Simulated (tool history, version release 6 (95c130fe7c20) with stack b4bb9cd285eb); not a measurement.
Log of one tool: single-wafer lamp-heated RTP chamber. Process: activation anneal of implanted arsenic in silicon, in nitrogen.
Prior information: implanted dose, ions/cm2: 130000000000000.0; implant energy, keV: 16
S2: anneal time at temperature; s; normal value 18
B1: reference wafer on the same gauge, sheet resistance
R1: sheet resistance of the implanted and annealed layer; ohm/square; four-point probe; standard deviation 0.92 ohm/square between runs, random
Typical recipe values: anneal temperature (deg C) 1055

{"run": 1, "hour": 0.0, "anneal temperature (deg C)": 1055, "S2": 18, "B1": 498.13, "R1": 613.18}
{"hour": 35.6, "done": "reflector plate cleaned"}
{"run": 2, "hour": 49.2, "anneal temperature (deg C)": 1055, "S2": 18, "B1": 498.2, "R1": 610.87}
{"run": 3, "hour": 78.7, "anneal temperature (deg C)": 1055, "S2": 18, "B1": 497.98, "R1": 612.78}
{"run": 4, "hour": 139.9, "anneal temperature (deg C)": 1055, "S2": 18, "B1": 497.88, "R1": 612.54}
{"hour": 155.9, "done": "pyrometer window cleaned and pyrometer calibrated"}
{"run": 5, "hour": 186.6, "anneal temperature (deg C)": 1055, "S2": 18, "B1": 497.89, "R1": 613.55}
{"run": 6, "hour": 221.0, "anneal temperature (deg C)": 1055, "S2": 18, "B1": 497.99, "R1": 613.42}
{"run": 7, "hour": 257.2, "anneal temperature (deg C)": 1055, "S2": 18, "B1": 498.07, "R1": 612.98}
{"run": 8, "hour": 312.2, "anneal temperature (deg C)": 1055, "S2": 18, "B1": 498.14, "R1": 612.17}
{"run": 9, "hour": 362.3, "anneal temperature (deg C)": 1055, "S2": 21, "B1": 497.98, "R1": 609.5}
{"hour": 388.9, "done": "pyrometer window cleaned and pyrometer calibrated"}
{"run": 10, "hour": 520.9, "anneal temperature (deg C)": 1055, "S2": 18, "B1": 497.87, "R1": 609.62}
{"run": 11, "hour": 572.6, "anneal temperature (deg C)": 1036, "S2": 18, "B1": 497.99, "R1": 614.65}
{"run": 12, "hour": 607.0, "anneal temperature (deg C)": 1065, "S2": 18, "B1": 497.99, "R1": 606.62}
{"run": 13, "hour": 655.2, "anneal temperature (deg C)": 1084, "S2": 13, "B1": 497.8, "R1": 604.13}
{"hour": 664.4, "done": "reflector plate cleaned"}
{"hour": 715.5, "done": "pyrometer window cleaned and pyrometer calibrated, repeated, since the last time left the tool worse"}
{"run": 14, "hour": 720.2, "anneal temperature (deg C)": 1055, "S2": 18, "B1": 497.95, "R1": 612.67}
{"run": 15, "hour": 744.3, "anneal temperature (deg C)": 1055, "S2": 18, "B1": 497.99, "R1": 614.19}
{"hour": 878.2, "done": "gauge calibrated"}
{"run": 16, "hour": 907.2, "anneal temperature (deg C)": 1055, "S2": 21, "B1": 498.16, "R1": 609.18}
{"run": 17, "hour": 963.3, "anneal temperature (deg C)": 1081, "S2": 28, "B1": 497.9, "R1": 593.33}
{"hour": 996.6, "done": "pyrometer window cleaned and pyrometer calibrated"}
{"run": 18, "hour": 997.1, "anneal temperature (deg C)": 1076, "S2": 21, "B1": 497.79, "R1": 605.07}
{"run": 19, "hour": 1050.6, "anneal temperature (deg C)": 1074, "S2": 25, "B1": 498.15, "R1": 600.28}
{"run": 20, "hour": 1121.3, "anneal temperature (deg C)": 1076, "S2": 18, "B1": 498.23, "R1": 606.3}
{"run": 21, "hour": 1157.3, "anneal temperature (deg C)": 1055, "S2": 18, "B1": 498.17, "R1": 613.48}
{"run": 22, "hour": 1193.3, "anneal temperature (deg C)": 1080, "S2": 18, "B1": 498.17, "R1": 605.02}
{"hour": 1252.3, "done": "pyrometer window cleaned and pyrometer calibrated"}
{"run": 23, "hour": 1258.7, "anneal temperature (deg C)": 1055, "S2": 18, "B1": 497.89, "R1": 613.81}
{"hour": 1307.2, "done": "reflector plate cleaned"}
{"run": 24, "hour": 1312.3, "anneal temperature (deg C)": 1081, "S2": 8, "B1": 497.88, "R1": 614.71}
{"run": 25, "hour": 1341.8, "anneal temperature (deg C)": 1055, "S2": 15, "B1": 498.14, "R1": 614.81}

Each row is a separate what-if for the run after 25, all from the same tool condition, not one after another. Results?
{"run": "A", "hour": 1342.2, "anneal temperature (deg C)": 1055, "S2": 18, "B1": "?", "R1": "?"}
{"run": "B", "hour": 1342.2, "anneal temperature (deg C)": 1045, "S2": 27, "B1": "?", "R1": "?"}
{"run": "C", "hour": 1342.2, "anneal temperature (deg C)": 1077, "S2": 13, "B1": "?", "R1": "?"}
{"run": "D", "hour": 1342.2, "anneal temperature (deg C)": 1081, "S2": 25, "B1": "?", "R1": "?"}
{"run": "E", "hour": 1342.2, "anneal temperature (deg C)": 1046, "S2": 22, "B1": "?", "R1": "?"}

run=A B1=498.13 R1=613.81
run=B B1=498.13 R1=611.43
run=C B1=498.13 R1=611.53
run=D B1=498.13 R1=597.99
run=E B1=498.13 R1=613.87
With the hidden condition removed and each run's random variation left untouched, the same runs would have given:
run=A R1=614.96
run=B R1=612.74
run=C R1=612.81
run=D R1=600.00
run=E R1=615.02

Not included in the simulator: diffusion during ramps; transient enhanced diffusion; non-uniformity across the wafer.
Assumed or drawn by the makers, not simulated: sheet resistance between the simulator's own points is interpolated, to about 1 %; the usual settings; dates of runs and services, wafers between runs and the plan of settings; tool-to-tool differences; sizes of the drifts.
